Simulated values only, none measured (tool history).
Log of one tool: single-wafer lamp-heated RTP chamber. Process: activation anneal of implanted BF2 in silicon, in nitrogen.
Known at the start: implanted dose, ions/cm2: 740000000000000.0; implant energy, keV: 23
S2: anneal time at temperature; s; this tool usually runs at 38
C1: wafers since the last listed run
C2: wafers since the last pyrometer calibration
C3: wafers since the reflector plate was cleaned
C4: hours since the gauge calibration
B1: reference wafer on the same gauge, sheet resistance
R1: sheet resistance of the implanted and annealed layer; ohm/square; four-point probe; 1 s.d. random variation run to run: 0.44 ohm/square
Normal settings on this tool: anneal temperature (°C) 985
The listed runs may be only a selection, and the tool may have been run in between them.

run 1 hour=0 | anneal_temperature_(°C)=985 S2=38 | C1=0 C2=1579 C3=3146 C4=1244.1 | B1=188.03 | R1=205.01
run 2 hour=84.7 | anneal_temperature_(°C)=985 S2=38 | C1=1055 C2=2635 C3=4202 C4=1328.8 | B1=187.95 | R1=204.7
run 3 hour=143.1 | anneal_temperature_(°C)=985 S2=53 | C1=728 C2=3363 C3=4930 C4=1387.2 | B1=187.96 | R1=198.33
run 4 hour=208.8 | anneal_temperature_(°C)=985 S2=38 | C1=819 C2=4182 C3=5749 C4=1452.9 | B1=187.91 | R1=204.61
run 5 hour=305.3 | anneal_temperature_(°C)=985 S2=38 | C1=1203 C2=5385 C3=6952 C4=1549.4 | B1=187.98 | R1=203.96
run 6 hour=353.2 | anneal_temperature_(°C)=985 S2=38 | C1=597 C2=5982 C3=7549 C4=1597.3 | B1=187.99 | R1=204.12
-- hour=413 pyrometer window cleaned and pyrometer calibrated
run 7 hour=449.5 | anneal_temperature_(°C)=985 S2=25 | C1=1100 C2=455 C3=8650 C4=1693.6 | B1=187.93 | R1=210.32
-- hour=564.6 reflector plate cleaned
run 8 hour=749.7 | anneal_temperature_(°C)=985 S2=38 | C1=3642 C2=4098 C3=2308 C4=1993.8 | B1=188.09 | R1=204.75
run 9 hour=855.5 | anneal_temperature_(°C)=985 S2=38 | C1=1318 C2=5417 C3=3627 C4=2099.6 | B1=188.09 | R1=204.67
run 10 hour=935.5 | anneal_temperature_(°C)=979 S2=52 | C1=997 C2=6414 C3=4624 C4=2179.6 | B1=187.86 | R1=204.08
-- hour=989.5 pyrometer window cleaned and pyrometer calibrated
run 11 hour=1042.2 | anneal_temperature_(°C)=979 S2=52 | C1=1230 C2=656 C3=5854 C4=2286.3 | B1=187.99 | R1=204.26
run 12 hour=1139.2 | anneal_temperature_(°C)=979 S2=52 | C1=1209 C2=1866 C3=7064 C4=2383.3 | B1=187.95 | R1=203.52
run 13 hour=1189.5 | anneal_temperature_(°C)=985 S2=50 | C1=627 C2=2493 C3=7691 C4=2433.6 | B1=188.09 | R1=198.38
run 14 hour=1270.5 | anneal_temperature_(°C)=985 S2=50 | C1=1009 C2=3502 C3=8701 C4=2514.6 | B1=187.98 | R1=198.18
run 15 hour=1348.8 | anneal_temperature_(°C)=985 S2=50 | C1=976 C2=4479 C3=9677 C4=2592.9 | B1=188.03 | R1=198.16
run 16 hour=1391.6 | anneal_temperature_(°C)=985 S2=38 | C1=533 C2=5012 C3=10210 C4=2635.7 | B1=187.81 | R1=202.65
-- hour=1479.2 reflector plate cleaned
run 17 hour=1482.1 | anneal_temperature_(°C)=985 S2=38 | C1=1028 C2=6041 C3=36 C4=2726.2 | B1=187.98 | R1=206.42
run 18 hour=1546.4 | anneal_temperature_(°C)=985 S2=38 | C1=801 C2=6842 C3=837 C4=2790.5 | B1=187.94 | R1=204.78
run 19 hour=1640.6 | anneal_temperature_(°C)=999 S2=53 | C1=1174 C2=8017 C3=2012 C4=2884.7 | B1=188.07 | R1=187.88
-- hour=1685.2 pyrometer window cleaned and pyrometer calibrated
run 20 hour=1691.4 | anneal_temperature_(°C)=1001 S2=54 | C1=533 C2=77 C3=2545 C4=2935.5 | B1=188.03 | R1=186.28
run 21 hour=1789.1 | anneal_temperature_(°C)=977 S2=31 | C1=1217 C2=1295 C3=3763 C4=3033.2 | B1=187.89 | R1=216.01
run 22 hour=1844.5 | anneal_temperature_(°C)=985 S2=38 | C1=690 C2=1986 C3=4454 C4=3088.6 | B1=187.97 | R1=204.51
run 23 hour=1885.9 | anneal_temperature_(°C)=1013 S2=38 | C1=516 C2=2502 C3=4970 C4=3130 | B1=188.07 | R1=182.91
run 24 hour=1966.4 | anneal_temperature_(°C)=985 S2=38 | C1=1003 C2=3506 C3=5974 C4=3210.5 | B1=187.96 | R1=204.45
run 25 hour=2132 | anneal_temperature_(°C)=985 S2=38 | C1=2064 C2=5570 C3=8038 C4=3376.1 | B1=188.12 | R1=204.32
-- hour=2183.9 gauge calibrated
run 26 hour=2198.5 | anneal_temperature_(°C)=999 S2=57 | C1=829 C2=6399 C3=8867 C4=14.6 | B1=188.01 | R1=185.59
-- hour=2318.1 pyrometer window cleaned and pyrometer calibrated
-- hour=2386.8 reflector plate cleaned
run 27 hour=2432.3 | anneal_temperature_(°C)=985 S2=38 | C1=2715 C2=1323 C3=567 C4=248.4 | B1=187.92 | R1=205.13
run 28 hour=2481.8 | anneal_temperature_(°C)=969 S2=49 | C1=617 C2=1941 C3=1184 C4=297.9 | B1=187.96 | R1=217.71
run 29 hour=2531.9 | anneal_temperature_(°C)=956 S2=60 | C1=624 C2=2565 C3=1809 C4=348 | B1=187.97 | R1=228.91
run 30 hour=2593.1 | anneal_temperature_(°C)=956 S2=60 | C1=762 C2=3328 C3=2572 C4=409.2 | B1=188.07 | R1=229.68
run 31 hour=2669.6 | anneal_temperature_(°C)=1003 S2=18 | C1=953 C2=4282 C3=3526 C4=485.7 | B1=187.99 | R1=201.12
run 32 hour=2709.3 | anneal_temperature_(°C)=985 S2=38 | C1=494 C2=4777 C3=4020 C4=525.4 | B1=188.11 | R1=204.09
run 33 hour=2800.5 | anneal_temperature_(°C)=985 S2=57 | C1=1136 C2=5914 C3=5157 C4=616.6 | B1=188.05 | R1=197.31
run 34 hour=2887.4 | anneal_temperature_(°C)=964 S2=51 | C1=1083 C2=6997 C3=6241 C4=703.5 | B1=187.97 | R1=220.54
-- hour=2961.5 pyrometer window cleaned and pyrometer calibrated
run 35 hour=2993.7 | anneal_temperature_(°C)=1010 S2=27 | C1=1225 C2=400 C3=7466 C4=809.8 | B1=188 | R1=189.78
run 36 hour=3101 | anneal_temperature_(°C)=985 S2=38 | C1=1337 C2=1738 C3=8804 C4=917.1 | B1=187.86 | R1=203.68

Selected run-to-run steps in R1, each split into two signed amounts: the part the tool would show with no hidden state at all (from settings, incoming material and random variation), and the remainder, which goes to the hidden state together with any gauge scatter not common to the measured and the hidden-state-free results:
Hidden conditions of the tool in this case: true wafer temperature minus pyrometer reading, K; wafer temperature error from the tarnished reflector plate, K; gauge reads high (%).
Run 7 -> 8: S2 25 -> 38, reflector plate cleaned. R1 -5.57 ohm/square: hidden state +1.81, all else -7.38.
Run 16 -> 17: reflector plate cleaned. R1 +3.77 ohm/square: hidden state +2.75, all else +1.02.
Run 20 -> 21: anneal temperature (°C) 1001 -> 977, S2 54 -> 31. R1 +29.73 ohm/square: hidden state -0.36, all else +30.09.
Run 26 -> 27: anneal temperature (°C) 999 -> 985, S2 57 -> 38, pyrometer window cleaned and pyrometer calibrated, reflector plate cleaned. R1 +19.54 ohm/square: hidden state +1.25, all else +18.29.
Run 30 -> 31: anneal temperature (°C) 956 -> 1003, S2 60 -> 18. R1 -28.56 ohm/square: hidden state +0.13, all else -28.69.
Run 34 -> 35: anneal temperature (°C) 964 -> 1010, S2 51 -> 27, pyrometer window cleaned and pyrometer calibrated. R1 -30.76 ohm/square: hidden state +0.39, all else -31.15.
